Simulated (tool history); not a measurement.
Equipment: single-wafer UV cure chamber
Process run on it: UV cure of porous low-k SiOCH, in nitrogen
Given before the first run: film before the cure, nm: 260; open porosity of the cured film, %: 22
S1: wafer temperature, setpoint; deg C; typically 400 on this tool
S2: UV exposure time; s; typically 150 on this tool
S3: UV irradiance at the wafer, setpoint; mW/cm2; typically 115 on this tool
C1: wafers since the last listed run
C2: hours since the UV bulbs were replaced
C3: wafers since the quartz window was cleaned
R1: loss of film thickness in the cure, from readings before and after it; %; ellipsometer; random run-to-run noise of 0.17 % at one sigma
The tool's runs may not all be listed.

run 1 day=0 | S1=400 S2=150 S3=115 | C1=0 C2=67.2 C3=2542 | R1=10.612
run 2 day=1.821 | S1=400 S2=150 S3=115 | C1=393 C2=110.9 C3=2935 | R1=10.763
run 3 day=3.667 | S1=400 S2=150 S3=115 | C1=398 C2=155.2 C3=3334 | R1=10.551
-- day=9.762 quartz window cleaned
run 4 day=15.821 | S1=400 S2=150 S3=115 | C1=2552 C2=446.9 C3=1308 | R1=11.072
run 5 day=28.233 | S1=400 S2=150 S3=115 | C1=2680 C2=744.8 C3=3988 | R1=10.121
-- day=28.912 quartz window cleaned
run 6 day=30.346 | S1=400 S2=150 S3=115 | C1=384 C2=795.5 C3=309 | R1=11.039
run 7 day=33.25 | S1=400 S2=150 S3=115 | C1=627 C2=865.2 C3=936 | R1=10.876
run 8 day=37.362 | S1=387 S2=150 S3=115 | C1=888 C2=963.9 C3=1824 | R1=10.349
run 9 day=41.746 | S1=387 S2=150 S3=115 | C1=946 C2=1069.1 C3=2771 | R1=10.037
run 10 day=45.846 | S1=387 S2=150 S3=115 | C1=885 C2=1167.5 C3=3656 | R1=9.98
run 11 day=48.188 | S1=400 S2=150 S3=136 | C1=505 C2=1223.7 C3=4162 | R1=10.575
-- day=49.942 quartz window cleaned
run 12 day=50.496 | S1=400 S2=150 S3=136 | C1=426 C2=1279.1 C3=119 | R1=11.122
run 13 day=53.342 | S1=400 S2=150 S3=132 | C1=614 C2=1347.4 C3=734 | R1=11.124
run 14 day=57.558 | S1=413 S2=90 S3=93 | C1=910 C2=1448.6 C3=1644 | R1=7.253
run 15 day=61.588 | S1=400 S2=110 S3=142 | C1=870 C2=1545.3 C3=2514 | R1=9.188
run 16 day=65.088 | S1=386 S2=200 S3=144 | C1=755 C2=1629.3 C3=3270 | R1=11.54
run 17 day=66.725 | S1=400 S2=150 S3=115 | C1=353 C2=1668.6 C3=3624 | R1=9.135
run 18 day=69.062 | S1=381 S2=200 S3=79 | C1=504 C2=1724.7 C3=4129 | R1=8.511
-- day=70.429 quartz window cleaned
run 19 day=71.162 | S1=400 S2=185 S3=153 | C1=381 C2=1775.1 C3=158 | R1=12.149
run 20 day=74.608 | S1=388 S2=215 S3=138 | C1=744 C2=1857.8 C3=902 | R1=12.064
-- day=77.55 UV bulbs replaced
run 21 day=77.571 | S1=400 S2=150 S3=115 | C1=567 C2=0.5 C3=1470 | R1=10.895
run 22 day=80.3 | S1=381 S2=210 S3=93 | C1=589 C2=66 C3=2059 | R1=11.124
run 23 day=87.079 | S1=400 S2=220 S3=134 | C1=1464 C2=228.7 C3=3523 | R1=12.794
-- day=89.792 quartz window cleaned
run 24 day=90.167 | S1=400 S2=150 S3=115 | C1=594 C2=302.8 C3=80 | R1=11.324
run 25 day=94.412 | S1=408 S2=120 S3=129 | C1=916 C2=404.7 C3=997 | R1=10.587
run 26 day=96.475 | S1=400 S2=150 S3=115 | C1=445 C2=454.2 C3=1442 | R1=10.594
run 27 day=100.971 | S1=410 S2=150 S3=84 | C1=970 C2=562.1 C3=2413 | R1=9.233

Alternative continuations, all from the tool just after run 27; predict every row:
run A day=100.992 | S1=392 S2=150 S3=115 | C1=4 C2=562.6 C3=2418 | R1=?
run B day=100.992 | S1=415 S2=235 S3=99 | C1=4 C2=562.6 C3=2418 | R1=?
run C day=100.992 | S1=411 S2=70 S3=100 | C1=4 C2=562.6 C3=2418 | R1=?
run D day=100.992 | S1=415 S2=150 S3=115 | C1=4 C2=562.6 C3=2418 | R1=?
run E day=100.992 | S1=414 S2=150 S3=151 | C1=4 C2=562.6 C3=2418 | R1=?

run=A R1=10.291
run=B R1=12.085
run=C R1=6.696
run=D R1=10.69
run=E R1=11.941
Without the tool's hidden state the same runs would have given:
run=A R1=11.246
run=B R1=13.082
run=C R1=7.56
run=D R1=11.654
run=E R1=12.934
